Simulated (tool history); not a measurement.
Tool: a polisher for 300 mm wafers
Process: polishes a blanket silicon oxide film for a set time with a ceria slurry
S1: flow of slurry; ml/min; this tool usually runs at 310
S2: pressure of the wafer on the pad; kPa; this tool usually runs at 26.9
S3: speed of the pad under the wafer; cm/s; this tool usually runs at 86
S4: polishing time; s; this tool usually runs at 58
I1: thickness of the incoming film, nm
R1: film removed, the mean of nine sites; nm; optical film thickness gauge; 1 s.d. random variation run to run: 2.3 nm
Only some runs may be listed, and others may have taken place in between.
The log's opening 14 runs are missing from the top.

run    hour   S1    S2   S3  S4      I1     R1
     1357.2  -- head pressure recalibrated
 15    1377  360  35.9  108  77  1312.3  514.9
 16  1470.5  310  17.9   86  45    1322  124.4
 17  1538.1  345    20   86  42    1343  129.8
 18  1617.9  410  26.9  102  58  1329.6    277
 19  1655.1  405  34.5  114  76  1317.8  499.6
     1667.3  -- slurry nozzle cleaned
 20  1711.1  310  26.9   86  58  1315.9  240.9
 21  1796.1  310  26.9   86  58  1317.5  243.3
 22  1846.4  375  21.4   68  58  1333.1  168.3
 23  1891.8  415  26.9  108  58  1302.4    288
     1931.6  -- worn pad replaced by a new one
 24  1982.3  420  17.9   86  71  1298.5  198.7
 25  2075.9  310  26.9   86  58  1316.3  243.6
     2117.8  -- head pressure recalibrated
 26  2140.1  310  26.9   86  58  1295.1  246.4
 27  2243.1  310  26.9   66  76  1307.5  268.2
 28  2324.6  250  26.9   86  66  1340.7  271.2
 29  2402.1  310  26.9  102  58  1304.1  271.8
     2457.8  -- slurry nozzle cleaned
 30  2487.2  310  36.5   86  74    1331    427
 31  2535.6  310  24.1   86  44  1333.8    165
 32  2618.2  310  20.7   58  58  1309.3  144.3
 33  2698.8  240  32.4   66  67  1314.6    279
 34  2763.6  240  22.1   86  75    1329  251.7
     2799.6  -- worn pad replaced by a new one
 35  2803.6  265  26.9   98  42  1337.2  186.5
 36  2906.5  310  26.9   86  58  1332.3    241
     2910.3  -- head pressure recalibrated
 37    2989  230  26.9   86  58  1305.3  230.3

Alternative continuations, all from the tool just after run 37; predict every row:
  A  2989.4  310  26.9  86  58  1303.6   ?
  B  2989.4  365  31.7  70  58  1303.6   ?
  C  2989.4  310  30.3  86  66  1303.6   ?
  D  2989.4  250  36.5  78  40  1303.6   ?

run     R1
  A  243.5
  B  254.8
  C  312.5
  D  208.9
Had the tool no hidden state, the same runs would have come out as:
run     R1
  A  243.5
  B  254.8
  C  312.5
  D  208.9
